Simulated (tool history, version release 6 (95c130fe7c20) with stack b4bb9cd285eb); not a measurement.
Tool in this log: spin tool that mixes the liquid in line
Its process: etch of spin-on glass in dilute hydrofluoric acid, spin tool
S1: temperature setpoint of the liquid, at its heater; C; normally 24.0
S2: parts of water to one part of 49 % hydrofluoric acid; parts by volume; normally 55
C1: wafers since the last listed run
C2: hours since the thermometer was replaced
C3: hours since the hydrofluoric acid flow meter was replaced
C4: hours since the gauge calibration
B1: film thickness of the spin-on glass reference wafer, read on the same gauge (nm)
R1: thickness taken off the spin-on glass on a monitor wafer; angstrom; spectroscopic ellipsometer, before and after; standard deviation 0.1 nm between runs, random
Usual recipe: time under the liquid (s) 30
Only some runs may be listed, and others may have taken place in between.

run 1 hour=0.0 | S1=24.0 S2=55 time_under_the_liquid_(s)=30 | C1=0 C2=252.9 C3=330.0 C4=661.4 | B1=60.00 | R1=264.4
run 2 hour=82.2 | S1=24.0 S2=55 time_under_the_liquid_(s)=30 | C1=1087 C2=335.1 C3=412.2 C4=743.6 | B1=59.99 | R1=271.0
run 3 hour=151.4 | S1=24.0 S2=55 time_under_the_liquid_(s)=30 | C1=915 C2=404.3 C3=481.4 C4=812.8 | B1=59.99 | R1=270.0
run 4 hour=219.4 | S1=24.0 S2=55 time_under_the_liquid_(s)=30 | C1=899 C2=472.3 C3=549.4 C4=880.8 | B1=60.01 | R1=272.6
run 5 hour=300.7 | S1=24.0 S2=55 time_under_the_liquid_(s)=30 | C1=1075 C2=553.6 C3=630.7 C4=962.1 | B1=59.97 | R1=273.9
run 6 hour=379.9 | S1=24.0 S2=55 time_under_the_liquid_(s)=30 | C1=1047 C2=632.8 C3=709.9 C4=1041.3 | B1=60.01 | R1=275.7
-- hour=394.4 thermometer replaced
-- hour=444.8 gauge calibrated
run 7 hour=453.1 | S1=24.0 S2=55 time_under_the_liquid_(s)=30 | C1=955 C2=58.7 C3=783.1 C4=8.3 | B1=60.02 | R1=267.4
run 8 hour=490.6 | S1=25.5 S2=55 time_under_the_liquid_(s)=30 | C1=496 C2=96.2 C3=820.6 C4=45.8 | B1=60.00 | R1=283.7
run 9 hour=540.2 | S1=25.5 S2=55 time_under_the_liquid_(s)=30 | C1=656 C2=145.8 C3=870.2 C4=95.4 | B1=59.99 | R1=284.9
-- hour=587.4 hydrofluoric acid flow meter replaced
run 10 hour=599.3 | S1=25.5 S2=55 time_under_the_liquid_(s)=30 | C1=768 C2=204.9 C3=11.9 C4=154.5 | B1=60.00 | R1=280.8
run 11 hour=683.7 | S1=24.0 S2=55 time_under_the_liquid_(s)=30 | C1=1116 C2=289.3 C3=96.3 C4=238.9 | B1=60.01 | R1=266.8
run 12 hour=767.2 | S1=24.0 S2=55 time_under_the_liquid_(s)=30 | C1=1104 C2=372.8 C3=179.8 C4=322.4 | B1=60.01 | R1=267.6
run 13 hour=812.0 | S1=21.5 S2=75 time_under_the_liquid_(s)=30 | C1=592 C2=417.6 C3=224.6 C4=367.2 | B1=59.99 | R1=173.5
run 14 hour=894.4 | S1=24.0 S2=30 time_under_the_liquid_(s)=30 | C1=1089 C2=500.0 C3=307.0 C4=449.6 | B1=60.02 | R1=514.3
-- hour=958.8 thermometer replaced
run 15 hour=998.2 | S1=24.0 S2=40 time_under_the_liquid_(s)=45 | C1=1359 C2=39.4 C3=410.8 C4=553.4 | B1=60.02 | R1=550.1
run 16 hour=1105.8 | S1=24.0 S2=55 time_under_the_liquid_(s)=30 | C1=1423 C2=147.0 C3=518.4 C4=661.0 | B1=59.96 | R1=265.6
run 17 hour=1163.0 | S1=26.5 S2=55 time_under_the_liquid_(s)=15 | C1=756 C2=204.2 C3=575.6 C4=718.2 | B1=60.01 | R1=146.7
run 18 hour=1242.1 | S1=19.0 S2=85 time_under_the_liquid_(s)=45 | C1=1046 C2=283.3 C3=654.7 C4=797.3 | B1=60.02 | R1=205.6
run 19 hour=1283.0 | S1=20.5 S2=55 time_under_the_liquid_(s)=30 | C1=541 C2=324.2 C3=695.6 C4=838.2 | B1=59.99 | R1=234.4
run 20 hour=1389.0 | S1=20.5 S2=25 time_under_the_liquid_(s)=15 | C1=1402 C2=430.2 C3=801.6 C4=944.2 | B1=60.01 | R1=269.1
-- hour=1513.7 thermometer replaced
-- hour=1589.6 hydrofluoric acid flow meter replaced
run 21 hour=1687.2 | S1=24.0 S2=55 time_under_the_liquid_(s)=15 | C1=3917 C2=173.5 C3=97.6 C4=1242.4 | B1=60.00 | R1=132.4
-- hour=1687.5 gauge calibrated
run 22 hour=1978.1 | S1=26.5 S2=55 time_under_the_liquid_(s)=15 | C1=3847 C2=464.4 C3=388.5 C4=290.6 | B1=60.00 | R1=149.4
run 23 hour=2076.6 | S1=19.5 S2=55 time_under_the_liquid_(s)=45 | C1=1302 C2=562.9 C3=487.0 C4=389.1 | B1=60.00 | R1=339.7
run 24 hour=2159.6 | S1=28.5 S2=55 time_under_the_liquid_(s)=45 | C1=1097 C2=645.9 C3=570.0 C4=472.1 | B1=60.00 | R1=496.0

Each row is a separate what-if for the run after 24, all from the same tool condition, not one after another. Results?
run A hour=2160.0 | S1=24.0 S2=55 time_under_the_liquid_(s)=30 | C1=5 C2=646.3 C3=570.4 C4=472.5 | B1=? | R1=?
run B hour=2160.0 | S1=26.5 S2=70 time_under_the_liquid_(s)=45 | C1=5 C2=646.3 C3=570.4 C4=472.5 | B1=? | R1=?
run C hour=2160.0 | S1=28.5 S2=55 time_under_the_liquid_(s)=15 | C1=5 C2=646.3 C3=570.4 C4=472.5 | B1=? | R1=?
run D hour=2160.0 | S1=24.0 S2=55 time_under_the_liquid_(s)=25 | C1=5 C2=646.3 C3=570.4 C4=472.5 | B1=? | R1=?
run E hour=2160.0 | S1=24.0 S2=40 time_under_the_liquid_(s)=20 | C1=5 C2=646.3 C3=570.4 C4=472.5 | B1=? | R1=?

run=A B1=59.99 R1=275.3
run=B B1=59.99 R1=351.3
run=C B1=59.99 R1=164.7
run=D B1=59.99 R1=229.4
run=E B1=59.99 R1=257.6
Stripped of hidden state, with their random variation kept, the same runs would have yielded:
run=A R1=258.1
run=B R1=329.7
run=C R1=154.7
run=D R1=215.1
run=E R1=241.3
